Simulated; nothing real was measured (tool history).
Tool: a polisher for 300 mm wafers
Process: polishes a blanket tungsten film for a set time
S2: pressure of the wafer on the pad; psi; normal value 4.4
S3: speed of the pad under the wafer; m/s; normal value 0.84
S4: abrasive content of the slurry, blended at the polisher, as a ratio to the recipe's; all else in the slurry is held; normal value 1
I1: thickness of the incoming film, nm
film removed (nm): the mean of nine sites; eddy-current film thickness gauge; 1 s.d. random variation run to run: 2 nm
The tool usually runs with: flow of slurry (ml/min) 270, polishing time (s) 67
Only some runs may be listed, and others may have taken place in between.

{"run": 1, "day": 0.0, "flow of slurry (ml/min)": 270, "S2": 4.4, "S3": 0.84, "S4": 1, "polishing time (s)": 67, "I1": 1288.9, "film removed (nm)": 265.9}
{"day": 1.829, "done": "slurry blender recalibrated"}
{"run": 2, "day": 2.733, "flow of slurry (ml/min)": 270, "S2": 4.4, "S3": 0.84, "S4": 1, "polishing time (s)": 67, "I1": 1276.9, "film removed (nm)": 257.2}
{"run": 3, "day": 4.767, "flow of slurry (ml/min)": 270, "S2": 4.4, "S3": 0.84, "S4": 1, "polishing time (s)": 67, "I1": 1268.2, "film removed (nm)": 258.7}
{"day": 5.017, "done": "worn pad replaced by a new one"}
{"run": 4, "day": 8.171, "flow of slurry (ml/min)": 270, "S2": 3.2, "S3": 0.68, "S4": 1, "polishing time (s)": 67, "I1": 1278.2, "film removed (nm)": 148.1}
{"day": 9.258, "done": "head pressure recalibrated"}
{"run": 5, "day": 10.175, "flow of slurry (ml/min)": 270, "S2": 5.6, "S3": 0.84, "S4": 1, "polishing time (s)": 67, "I1": 1279.6, "film removed (nm)": 314.9}
{"day": 15.308, "done": "slurry tank refilled with fresh slurry and peroxide"}
{"run": 6, "day": 17.596, "flow of slurry (ml/min)": 300, "S2": 3.2, "S3": 0.84, "S4": 0.7, "polishing time (s)": 67, "I1": 1290.5, "film removed (nm)": 180.6}
{"run": 7, "day": 20.646, "flow of slurry (ml/min)": 245, "S2": 4.4, "S3": 0.84, "S4": 1, "polishing time (s)": 82, "I1": 1284.4, "film removed (nm)": 313.7}
{"day": 22.267, "done": "slurry nozzle cleaned"}
{"run": 8, "day": 30.1, "flow of slurry (ml/min)": 220, "S2": 3.9, "S3": 0.74, "S4": 1, "polishing time (s)": 61, "I1": 1293.7, "film removed (nm)": 179.5}
{"day": 30.975, "done": "slurry blender recalibrated"}
{"day": 32.012, "done": "worn pad replaced by a new one"}
{"run": 9, "day": 32.875, "flow of slurry (ml/min)": 270, "S2": 4.4, "S3": 0.84, "S4": 1, "polishing time (s)": 67, "I1": 1282.2, "film removed (nm)": 254.4}
{"run": 10, "day": 34.567, "flow of slurry (ml/min)": 270, "S2": 5.4, "S3": 0.84, "S4": 1, "polishing time (s)": 77, "I1": 1281.7, "film removed (nm)": 358.5}
{"run": 11, "day": 38.538, "flow of slurry (ml/min)": 270, "S2": 5.1, "S3": 0.84, "S4": 1, "polishing time (s)": 67, "I1": 1270.2, "film removed (nm)": 292.6}
{"day": 42.075, "done": "slurry tank refilled with fresh slurry and peroxide"}
{"run": 12, "day": 42.546, "flow of slurry (ml/min)": 270, "S2": 3.6, "S3": 0.72, "S4": 1, "polishing time (s)": 67, "I1": 1280.9, "film removed (nm)": 186}
{"run": 13, "day": 45.35, "flow of slurry (ml/min)": 270, "S2": 4.4, "S3": 0.84, "S4": 1, "polishing time (s)": 67, "I1": 1275.6, "film removed (nm)": 264.7}
{"run": 14, "day": 47.692, "flow of slurry (ml/min)": 210, "S2": 5.2, "S3": 0.84, "S4": 0.9, "polishing time (s)": 67, "I1": 1257.2, "film removed (nm)": 285.6}
{"run": 15, "day": 51.208, "flow of slurry (ml/min)": 270, "S2": 4.4, "S3": 0.76, "S4": 1, "polishing time (s)": 67, "I1": 1269.7, "film removed (nm)": 228.7}
{"day": 51.654, "done": "slurry nozzle cleaned"}
{"run": 16, "day": 54.0, "flow of slurry (ml/min)": 240, "S2": 4.4, "S3": 0.84, "S4": 1, "polishing time (s)": 67, "I1": 1269, "film removed (nm)": 261.1}
{"day": 57.379, "done": "worn pad replaced by a new one"}
{"run": 17, "day": 57.929, "flow of slurry (ml/min)": 270, "S2": 4.4, "S3": 0.84, "S4": 1.15, "polishing time (s)": 67, "I1": 1279.6, "film removed (nm)": 267.6}
{"day": 58.421, "done": "head pressure recalibrated"}
{"run": 18, "day": 59.808, "flow of slurry (ml/min)": 355, "S2": 4.8, "S3": 1.1, "S4": 1, "polishing time (s)": 67, "I1": 1286.4, "film removed (nm)": 374.8}
{"day": 60.85, "done": "slurry blender recalibrated"}
{"run": 19, "day": 63.5, "flow of slurry (ml/min)": 270, "S2": 4.4, "S3": 0.84, "S4": 1, "polishing time (s)": 67, "I1": 1286.2, "film removed (nm)": 251.3}
{"run": 20, "day": 67.796, "flow of slurry (ml/min)": 270, "S2": 3.9, "S3": 0.84, "S4": 1.2, "polishing time (s)": 67, "I1": 1273.9, "film removed (nm)": 225.8}
{"run": 21, "day": 69.854, "flow of slurry (ml/min)": 205, "S2": 3.1, "S3": 0.7, "S4": 0.75, "polishing time (s)": 67, "I1": 1269.7, "film removed (nm)": 130.7}
{"day": 71.442, "done": "slurry tank refilled with fresh slurry and peroxide"}
{"run": 22, "day": 71.929, "flow of slurry (ml/min)": 270, "S2": 4.4, "S3": 0.84, "S4": 0.9, "polishing time (s)": 67, "I1": 1269.9, "film removed (nm)": 259.4}
{"run": 23, "day": 75.671, "flow of slurry (ml/min)": 230, "S2": 3.7, "S3": 0.84, "S4": 1, "polishing time (s)": 67, "I1": 1284.8, "film removed (nm)": 213.8}
{"day": 78.346, "done": "slurry nozzle cleaned"}
{"run": 24, "day": 84.854, "flow of slurry (ml/min)": 305, "S2": 4.4, "S3": 0.84, "S4": 1, "polishing time (s)": 61, "I1": 1282.4, "film removed (nm)": 236.7}

What does the tool deliver on the next run?
{"day": 85.033, "done": "worn pad replaced by a new one"}
{"run": 25, "day": 88.129, "flow of slurry (ml/min)": 270, "S2": 4.4, "S3": 0.84, "S4": 1, "polishing time (s)": 67, "I1": 1292.3, "film removed (nm)": "?"}

Run 25 gave film removed (nm) 255.5.
With the hidden condition absent and the run-to-run variation left alone, this run would have shown film removed (nm) 275.2.
